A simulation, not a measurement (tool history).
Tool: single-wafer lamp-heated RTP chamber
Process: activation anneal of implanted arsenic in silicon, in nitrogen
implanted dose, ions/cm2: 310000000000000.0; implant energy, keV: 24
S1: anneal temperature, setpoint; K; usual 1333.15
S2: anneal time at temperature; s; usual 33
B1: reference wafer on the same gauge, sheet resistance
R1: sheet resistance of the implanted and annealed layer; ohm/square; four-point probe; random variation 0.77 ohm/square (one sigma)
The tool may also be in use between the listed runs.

run 1 hour=0 | S1=1333.15 S2=33 | B1=284.9 | R1=282
run 2 hour=42.6 | S1=1333.15 S2=33 | B1=284.95 | R1=282.23
run 3 hour=91.5 | S1=1333.15 S2=33 | B1=285.15 | R1=283.17
run 4 hour=117.1 | S1=1333.15 S2=33 | B1=285.54 | R1=283.03
-- hour=157.3 pyrometer window cleaned and pyrometer calibrated
run 5 hour=166.4 | S1=1333.15 S2=33 | B1=285.31 | R1=284.43
run 6 hour=305.4 | S1=1333.15 S2=33 | B1=286.26 | R1=284.94
run 7 hour=357.9 | S1=1323.15 S2=48 | B1=286.14 | R1=284.33
run 8 hour=419.3 | S1=1323.15 S2=48 | B1=286.49 | R1=283.48
-- hour=469.2 pyrometer window cleaned and pyrometer calibrated
run 9 hour=480.6 | S1=1333.15 S2=33 | B1=286.63 | R1=284.12
run 10 hour=532.2 | S1=1333.15 S2=33 | B1=286.61 | R1=284.11
run 11 hour=589.8 | S1=1333.15 S2=33 | B1=286.79 | R1=284.14
-- hour=772.3 pyrometer window cleaned and pyrometer calibrated
run 12 hour=784.3 | S1=1316.15 S2=33 | B1=287.14 | R1=288.08
-- hour=807.1 reflector plate cleaned
run 13 hour=852 | S1=1351.15 S2=20 | B1=287.16 | R1=287.03
run 14 hour=899 | S1=1353.15 S2=33 | B1=286.88 | R1=280.2
run 15 hour=928.4 | S1=1362.15 S2=50 | B1=287.11 | R1=272.44
-- hour=941 gauge calibrated
run 16 hour=984.3 | S1=1311.15 S2=18 | B1=281.54 | R1=286.82
-- hour=1008.1 pyrometer window cleaned and pyrometer calibrated
run 17 hour=1020.6 | S1=1352.15 S2=52 | B1=282.12 | R1=271.25
run 18 hour=1075.4 | S1=1349.15 S2=33 | B1=282.66 | R1=276.91
run 19 hour=1141.5 | S1=1333.15 S2=33 | B1=283.58 | R1=280.32
run 20 hour=1179.6 | S1=1345.15 S2=33 | B1=283.91 | R1=279.83
run 21 hour=1244.3 | S1=1333.15 S2=17 | B1=284.43 | R1=287.43
run 22 hour=1269.8 | S1=1333.15 S2=33 | B1=284.91 | R1=283.08
-- hour=1310.5 pyrometer window cleaned and pyrometer calibrated
run 23 hour=1324 | S1=1342.15 S2=33 | B1=285.09 | R1=281.22
run 24 hour=1372.6 | S1=1349.15 S2=26 | B1=285.41 | R1=282.45

3 ways to go on from here, each from the tool as it stands after run 24. What would each give?
run A hour=1373 | S1=1333.15 S2=42 | B1=? | R1=?
run B hour=1373 | S1=1311.15 S2=45 | B1=? | R1=?
run C hour=1373 | S1=1333.15 S2=18 | B1=? | R1=?

run=A B1=285.66 R1=280.32
run=B B1=285.66 R1=284.02
run=C B1=285.66 R1=286.95
Without the tool's hidden state the same runs would have given:
run=A R1=275.92
run=B R1=279.56
run=C R1=282.45
